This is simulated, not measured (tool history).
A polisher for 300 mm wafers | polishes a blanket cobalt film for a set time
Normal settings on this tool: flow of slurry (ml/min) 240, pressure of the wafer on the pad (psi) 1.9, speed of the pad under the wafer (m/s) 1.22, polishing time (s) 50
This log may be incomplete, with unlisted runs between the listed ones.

run   hour  flow of slurry (ml/min)  pressure of the wafer on the pad (psi)  speed of the pad under the wafer (m/s)  polishing time (s)  incoming thickness of the incoming film, nm  film removed (Å)
  1      0                      240                                     1.9                                    1.22                  50                                         1239              3095
  2   16.2                      240                                     1.9                                    1.22                  43                                         1233              2684
  3   49.7                      240                                     1.9                                    1.22                  59                                       1244.7              3639
  4   63.5                      240                                     1.9                                    1.22                  59                                       1228.3              3528
  5   89.5                      240                                     1.9                                    1.22                  59                                       1242.2              3570
  6  124.5                      240                                     1.4                                    1.22                  37                                       1221.3              1801
       144  -- worn pad replaced by a new one, of another model than before
  7  151.5                      240                                     1.4                                    1.22                  37                                       1234.7              2046
  8  185.3                      240                                     1.4                                    1.22                  37                                       1236.3              2043
  9  209.2                      240                                     1.9                                    1.22                  50                                       1235.9              3036
 10  239.2                      240                                     1.5                                    0.94                  56                                       1243.8              2553
 11  261.2                      315                                     1.9                                    1.22                  61                                       1246.3              3832
     269.5  -- slurry nozzle cleaned
     270.6  -- head pressure recalibrated
 12  282.4                      240                                     1.9                                    1.22                  50                                       1245.6              3199
 13  297.9                      240                                     1.9                                    1.54                  59                                       1238.1              4597
     314.2  -- worn pad replaced by a new one
 14  318.7                      310                                     2.4                                    1.22                  39                                       1252.2              2813
 15  342.2                      240                                     1.9                                    1.22                  50                                       1232.5              3179
 16  362.3                      240                                     2.5                                    1.22                  50                                       1259.9              3636
 17  391.4                      240                                     1.9                                    1.22                  43                                       1240.4              2703
 18  406.2                      240                                     2.3                                       1                  50                                       1242.8              2972

What the log doesn't show, run by run:
removal rate lost through wear of the pad, %: 0 on each run
slurry flow missing at the pad, %: 0 on each run
H1: deviation of the head's pressure from its setpoint, %
run      H1
  1   -4.65
  2   -5.02
  3   -5.87
  4   -6.24
  5      -7
  6   -8.11
  7   -9.04
  8   -10.3
  9   -11.3
 10   -12.5
 11   -13.5
 12   0.652
 13   0.625
 14   0.555
 15    0.43
 16   0.285
 17  0.0103
 18  -0.158

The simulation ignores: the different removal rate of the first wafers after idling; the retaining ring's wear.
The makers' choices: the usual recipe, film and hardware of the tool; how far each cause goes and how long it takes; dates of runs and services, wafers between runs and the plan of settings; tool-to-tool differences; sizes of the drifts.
